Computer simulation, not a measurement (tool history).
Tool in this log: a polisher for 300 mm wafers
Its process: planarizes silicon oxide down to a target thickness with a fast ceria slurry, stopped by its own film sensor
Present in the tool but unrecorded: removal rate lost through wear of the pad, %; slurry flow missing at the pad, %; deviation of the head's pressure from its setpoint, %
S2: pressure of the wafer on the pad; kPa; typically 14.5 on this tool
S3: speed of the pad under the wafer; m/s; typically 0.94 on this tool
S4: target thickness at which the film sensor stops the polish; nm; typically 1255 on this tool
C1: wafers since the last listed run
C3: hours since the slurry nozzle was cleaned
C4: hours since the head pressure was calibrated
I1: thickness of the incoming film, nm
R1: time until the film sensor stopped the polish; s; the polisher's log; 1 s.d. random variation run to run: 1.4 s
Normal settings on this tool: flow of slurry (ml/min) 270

run 1 hour=0 | flow_of_slurry_(ml/min)=200 S2=14.5 S3=0.94 S4=1255 | C1=0 wafers_polished_on_this_pad=901 C3=128.6 C4=120.8 | I1=1953.5 | R1=80.4
run 2 hour=58.9 | flow_of_slurry_(ml/min)=270 S2=14.5 S3=0.94 S4=1255 | C1=472 wafers_polished_on_this_pad=1374 C3=187.5 C4=179.7 | I1=1983 | R1=87.4
-- hour=66.2 worn pad replaced by a new one
run 3 hour=89.8 | flow_of_slurry_(ml/min)=270 S2=14.5 S3=0.94 S4=1255 | C1=215 wafers_polished_on_this_pad=189 C3=218.4 C4=210.6 | I1=2005.9 | R1=79.2
-- hour=226.5 worn pad replaced by a new one
run 4 hour=291.2 | flow_of_slurry_(ml/min)=270 S2=14.5 S3=0.94 S4=1255 | C1=1583 wafers_polished_on_this_pad=518 C3=419.8 C4=412 | I1=2012.6 | R1=85.9
-- hour=337.8 slurry nozzle cleaned
run 5 hour=353.4 | flow_of_slurry_(ml/min)=270 S2=14.5 S3=0.94 S4=1255 | C1=491 wafers_polished_on_this_pad=1009 C3=15.6 C4=474.2 | I1=1983.5 | R1=85
-- hour=376.5 worn pad replaced by a new one
run 6 hour=425.2 | flow_of_slurry_(ml/min)=270 S2=14.5 S3=0.94 S4=1255 | C1=544 wafers_polished_on_this_pad=391 C3=87.4 C4=546 | I1=1988 | R1=85.7
run 7 hour=453.9 | flow_of_slurry_(ml/min)=270 S2=14.5 S3=0.94 S4=1255 | C1=230 wafers_polished_on_this_pad=621 C3=116.1 C4=574.7 | I1=2011.8 | R1=91.9
run 8 hour=511.3 | flow_of_slurry_(ml/min)=270 S2=14.5 S3=0.94 S4=1255 | C1=460 wafers_polished_on_this_pad=1082 C3=173.5 C4=632.1 | I1=2004 | R1=93.5
run 9 hour=538 | flow_of_slurry_(ml/min)=270 S2=14.5 S3=0.94 S4=1255 | C1=214 wafers_polished_on_this_pad=1296 C3=200.2 C4=658.8 | I1=1965.4 | R1=89
-- hour=568.7 worn pad replaced by a new one
run 10 hour=588.3 | flow_of_slurry_(ml/min)=270 S2=14.5 S3=0.94 S4=1255 | C1=371 wafers_polished_on_this_pad=157 C3=250.5 C4=709.1 | I1=1976 | R1=82.6
-- hour=605.8 head pressure recalibrated
run 11 hour=613.9 | flow_of_slurry_(ml/min)=360 S2=14.5 S3=1.12 S4=1187 | C1=189 wafers_polished_on_this_pad=346 C3=276.1 C4=8.1 | I1=1980.8 | R1=71.5
run 12 hour=642.1 | flow_of_slurry_(ml/min)=310 S2=10.3 S3=0.94 S4=1255 | C1=226 wafers_polished_on_this_pad=572 C3=304.3 C4=36.3 | I1=2001.3 | R1=111.1
run 13 hour=674.2 | flow_of_slurry_(ml/min)=195 S2=12.4 S3=1.02 S4=1503 | C1=257 wafers_polished_on_this_pad=830 C3=336.4 C4=68.4 | I1=2019.5 | R1=63.3
run 14 hour=703.3 | flow_of_slurry_(ml/min)=270 S2=14.5 S3=0.94 S4=1255 | C1=233 wafers_polished_on_this_pad=1064 C3=365.5 C4=97.5 | I1=1996.4 | R1=80.9
-- hour=707.8 slurry nozzle cleaned
-- hour=733.4 worn pad replaced by a new one
run 15 hour=812.4 | flow_of_slurry_(ml/min)=270 S2=11 S3=1.1 S4=1255 | C1=835 wafers_polished_on_this_pad=633 C3=104.6 C4=206.6 | I1=1966.6 | R1=91.4
run 16 hour=852.3 | flow_of_slurry_(ml/min)=270 S2=10.3 S3=0.94 S4=1255 | C1=320 wafers_polished_on_this_pad=954 C3=144.5 C4=246.5 | I1=2014.6 | R1=124.9

Consider 4 possible next runs. They are alternatives, not a sequence: every one starts from the tool as it was left by run 16. What does each give?
run A hour=852.7 | flow_of_slurry_(ml/min)=270 S2=14.5 S3=0.94 S4=1255 | C1=3 wafers_polished_on_this_pad=957 C3=144.9 C4=246.9 | I1=1994.9 | R1=?
run B hour=852.7 | flow_of_slurry_(ml/min)=270 S2=14.5 S3=0.94 S4=1070 | C1=3 wafers_polished_on_this_pad=957 C3=144.9 C4=246.9 | I1=1994.9 | R1=?
run C hour=852.7 | flow_of_slurry_(ml/min)=270 S2=14.5 S3=0.94 S4=1324 | C1=3 wafers_polished_on_this_pad=957 C3=144.9 C4=246.9 | I1=1994.9 | R1=?
run D hour=852.7 | flow_of_slurry_(ml/min)=205 S2=14.5 S3=0.94 S4=1418 | C1=3 wafers_polished_on_this_pad=957 C3=144.9 C4=246.9 | I1=1994.9 | R1=?

run=A R1=87.9
run=B R1=109.8
run=C R1=79.7
run=D R1=70.2
The same runs, with their run-to-run variation unchanged, on a tool lacking any hidden condition would have given:
run=A R1=75.1
run=B R1=93.9
run=C R1=68.1
run=D R1=59.9

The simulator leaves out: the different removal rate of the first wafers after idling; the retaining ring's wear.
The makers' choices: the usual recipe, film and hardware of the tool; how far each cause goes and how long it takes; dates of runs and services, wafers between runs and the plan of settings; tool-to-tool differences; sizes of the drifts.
